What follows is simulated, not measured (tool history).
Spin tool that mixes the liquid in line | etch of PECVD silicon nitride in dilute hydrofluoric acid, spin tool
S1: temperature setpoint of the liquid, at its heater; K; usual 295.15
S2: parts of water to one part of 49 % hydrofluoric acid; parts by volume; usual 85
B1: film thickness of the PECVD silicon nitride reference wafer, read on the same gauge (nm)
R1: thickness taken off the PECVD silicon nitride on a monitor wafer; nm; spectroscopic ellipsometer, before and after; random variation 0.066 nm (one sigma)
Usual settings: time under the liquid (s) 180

Run 1, day 0.000: usual settings; B1 39.98. Result: R1 7.69 nm.
Run 2, day 1.596: usual settings; B1 39.96. Result: R1 7.72 nm.
Run 3, day 4.083: usual settings; B1 39.99. Result: R1 7.58 nm.
Run 4, day 5.871: usual settings; B1 40.01. Result: R1 7.70 nm.
Run 5, day 7.629: usual settings; B1 39.99. Result: R1 7.85 nm.
Run 6, day 9.846: usual settings; B1 40.00. Result: R1 7.78 nm.
Run 7, day 12.825: usual settings; B1 39.99. Result: R1 7.79 nm.
At day 14.054: gauge calibrated.
Run 8, day 14.183: usual settings; B1 39.99. Result: R1 7.87 nm.
Run 9, day 16.654: usual settings but S2 115 parts by volume, time under the liquid (s) 230; B1 40.00. Result: R1 7.35 nm.
Run 10, day 19.308: usual settings but S2 115 parts by volume, time under the liquid (s) 230; B1 39.99. Result: R1 7.50 nm.
At day 21.525: hydrofluoric acid flow meter replaced.
Run 11, day 21.812: usual settings but S1 290.65 K, S2 55 parts by volume, time under the liquid (s) 115; B1 40.02. Result: R1 5.05 nm.
Run 12, day 24.542: usual settings but S1 293.65 K, S2 70 parts by volume; B1 40.00. Result: R1 7.76 nm.
Run 13, day 25.962: usual settings but S1 297.15 K, S2 65 parts by volume, time under the liquid (s) 80; B1 39.99. Result: R1 4.69 nm.
Run 14, day 27.650: usual settings; B1 39.97. Result: R1 7.14 nm.
Run 15, day 29.308: usual settings but S2 70 parts by volume; B1 39.99. Result: R1 8.86 nm.
At day 30.996: thermometer replaced.
Run 16, day 31.958: usual settings; B1 40.00. Result: R1 7.25 nm.

Run 17 comes next. What will it give?
Run 17, day 34.092: usual settings but S2 100 parts by volume, time under the liquid (s) 95; B1 ?. Result: R1 ?.

{"run 17": {"B1": 39.99, "R1": 3.32}}
Without the tool's hidden state the same run would have given R1 3.19 nm.
